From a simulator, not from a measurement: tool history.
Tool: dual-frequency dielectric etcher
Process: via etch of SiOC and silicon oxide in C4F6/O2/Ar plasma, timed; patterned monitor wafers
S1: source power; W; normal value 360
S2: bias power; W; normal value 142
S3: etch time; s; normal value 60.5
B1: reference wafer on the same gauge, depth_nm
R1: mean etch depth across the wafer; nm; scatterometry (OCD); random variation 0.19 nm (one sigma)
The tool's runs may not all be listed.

Run 1, hour 0: usual settings; B1 46.5. Result: R1 54.8 nm.
Run 2, hour 41.4: usual settings but S3 48.5 s; B1 46.5. Result: R1 44.3 nm.
Run 3, hour 94.2: usual settings but S3 48.5 s; B1 46.5. Result: R1 44.5 nm.
Run 4, hour 127.4: usual settings but S3 48.5 s; B1 46.5. Result: R1 44.8 nm.
Run 5, hour 164.6: usual settings; B1 46.5. Result: R1 55.6 nm.
Run 6, hour 207.2: usual settings; B1 46.5. Result: R1 56 nm.
At hour 265: gauge calibrated.
Run 7, hour 278.9: usual settings; B1 46.5. Result: R1 56.1 nm.
Run 8, hour 303.5: usual settings; B1 46.5. Result: R1 56.3 nm.
Run 9, hour 356.1: usual settings; B1 46.5. Result: R1 56.5 nm.
Run 10, hour 398.5: usual settings but S3 68.5 s; B1 46.5. Result: R1 64 nm.
At hour 459.8: wet clean of the chamber.
Run 11, hour 460.3: usual settings but S3 73.5 s; B1 46.5. Result: R1 67.4 nm.
Run 12, hour 486.2: usual settings but S2 131 W; B1 46.4. Result: R1 54.8 nm.
Run 13, hour 520.7: usual settings; B1 46.5. Result: R1 56.1 nm.
Run 14, hour 570: usual settings but S1 410 W, S2 162 W; B1 46.5. Result: R1 60.3 nm.
At hour 579.9: bias power generator calibrated.
Run 15, hour 607.5: usual settings but S1 420 W, S2 172 W, S3 66 s; B1 46.5. Result: R1 67.4 nm.

Forecast run 16:
At hour 670: source power generator calibrated.
Run 16, hour 676.3: usual settings; B1 ?. Result: R1 ?.

B1: 46.4
R1: 56.2 nm
On a tool with no hidden condition, and with the same random variation, this run would have come out at R1 55.4 nm.

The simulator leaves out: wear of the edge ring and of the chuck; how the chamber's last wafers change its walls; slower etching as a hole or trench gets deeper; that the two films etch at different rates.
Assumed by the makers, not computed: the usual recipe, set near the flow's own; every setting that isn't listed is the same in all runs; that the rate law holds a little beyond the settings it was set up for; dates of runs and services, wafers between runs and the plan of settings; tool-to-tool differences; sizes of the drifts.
